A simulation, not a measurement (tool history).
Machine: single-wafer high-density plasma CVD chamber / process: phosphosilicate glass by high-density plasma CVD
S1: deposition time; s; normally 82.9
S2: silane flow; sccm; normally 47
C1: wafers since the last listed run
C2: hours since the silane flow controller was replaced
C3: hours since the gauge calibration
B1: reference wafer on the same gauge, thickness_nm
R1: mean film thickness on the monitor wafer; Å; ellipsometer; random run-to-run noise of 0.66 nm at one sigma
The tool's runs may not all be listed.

run,day,S1,S2,C1,C2,C3,B1,R1
1,0.000,82.9,47,0,3334.0,130.5,423.864,4413.22
2,0.362,82.9,47,102,3342.7,139.2,424.202,4409.80
3,0.817,82.9,47,128,3353.6,150.1,424.088,4407.48
4,1.079,82.9,47,74,3359.9,156.4,424.182,4417.22
5,1.600,82.9,47,146,3372.4,168.9,423.727,4404.13
6,2.229,82.9,47,177,3387.5,184.0,424.029,4407.08
7,2.575,91.4,49,97,3395.8,192.3,423.908,5052.67
8,3.083,91.4,49,143,3408.0,204.5,424.010,5080.34
9,3.392,82.9,47,86,3415.4,211.9,423.941,4399.59
10,3.983,82.9,47,166,3429.6,226.1,424.041,4412.11
# day 4.492: gauge calibrated
11,5.988,92.1,39,565,3477.7,35.9,423.702,4059.50
# day 6.654: silane flow controller replaced
12,6.675,92.4,51,99,0.5,52.4,423.947,5333.71
13,6.908,95.8,42,65,6.1,58.0,424.074,4560.01
14,7.446,66.8,41,151,19.0,70.9,423.953,3094.42
15,7.804,67.3,54,101,27.6,79.5,424.059,4108.01
16,8.446,98.2,56,180,43.0,94.9,424.119,6213.68
17,8.925,93.0,52,135,54.5,106.4,424.196,5472.75
18,9.254,82.9,47,92,62.4,114.3,424.136,4410.23
19,9.650,82.9,47,111,71.9,123.8,424.157,4420.06
20,10.383,82.9,47,206,89.5,141.4,423.972,4394.08

Here are 4 independent what-if runs from the current tool condition. What would each one return?
A,10.400,82.9,54,4,89.9,141.8,?,?
B,10.400,69.4,52,4,89.9,141.8,?,?
C,10.400,70.0,50,4,89.9,141.8,?,?
D,10.400,82.9,52,4,89.9,141.8,?,?

run,B1,R1
A,424.154,5073.27
B,424.154,4089.81
C,424.154,3966.50
D,424.154,4885.37
Without the tool's unlogged condition, the same runs would have read:
run,R1
A,5073.27
B,4089.81
C,3966.50
D,4885.37
